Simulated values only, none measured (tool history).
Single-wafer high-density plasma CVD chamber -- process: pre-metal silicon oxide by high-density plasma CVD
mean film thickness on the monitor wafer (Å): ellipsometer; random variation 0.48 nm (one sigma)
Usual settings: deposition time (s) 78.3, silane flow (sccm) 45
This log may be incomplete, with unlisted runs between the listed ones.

run	hour	deposition time (s)	silane flow (sccm)	read-back reference wafer on the same gauge, thickness_nm	mean film thickness on the monitor wafer (Å)
1	0	78.3	45	275.03	3208.95
2	31.9	78.3	45	274.924	3207.06
3	47.5	78.3	45	275.007	3205.92
4	61.6	78.3	45	274.997	3215.19
5	83.4	78.3	45	275.03	3204.14
6	118.4	78.3	45	275.036	3202.32
7	140.6	78.3	45	274.976	3204.93
8	169.1	90.2	45	275.011	3701.87
9	190.1	78.3	50	275.028	3427.18
10	209	78.3	50	275.036	3429.2
11	237.8	78.3	50	274.92	3434.45
12	262.4	78.3	45	274.982	3210.54
13	287.1	78.3	45	275.067	3202.73
14	307.7	91.6	37	275.015	3342.44
15	333.2	82.6	47	274.987	3475.17
16	352.1	78.3	45	275.045	3212.64
17	377.3	78.3	37	275.015	2852.4
18	410.2	87	45	275.073	3567.75
19	439.3	72.2	39	274.936	2707.34
20	458.1	93.5	45	274.984	3828.03
21	490	88.6	48	274.971	3776.33
22	514	78.3	45	274.949	3209.09
23	533.7	66.2	49	275.037	2863.54
24	563.3	84.1	48	275.026	3588.69
25	585.3	71.6	52	275.015	3222.68
26	615.1	71.8	45	275.083	2949.14

Taken out of this log: 2 entries between the listed runs. Where each belongs, and how the hidden state differs across it:
Runs 9 to 10: gauge calibrated (hour 200.2)
  no difference in the tool's unlogged condition between these two runs
Runs 15 to 16: silane flow controller replaced (hour 350.9)
  no difference in the tool's unlogged condition between these two runs
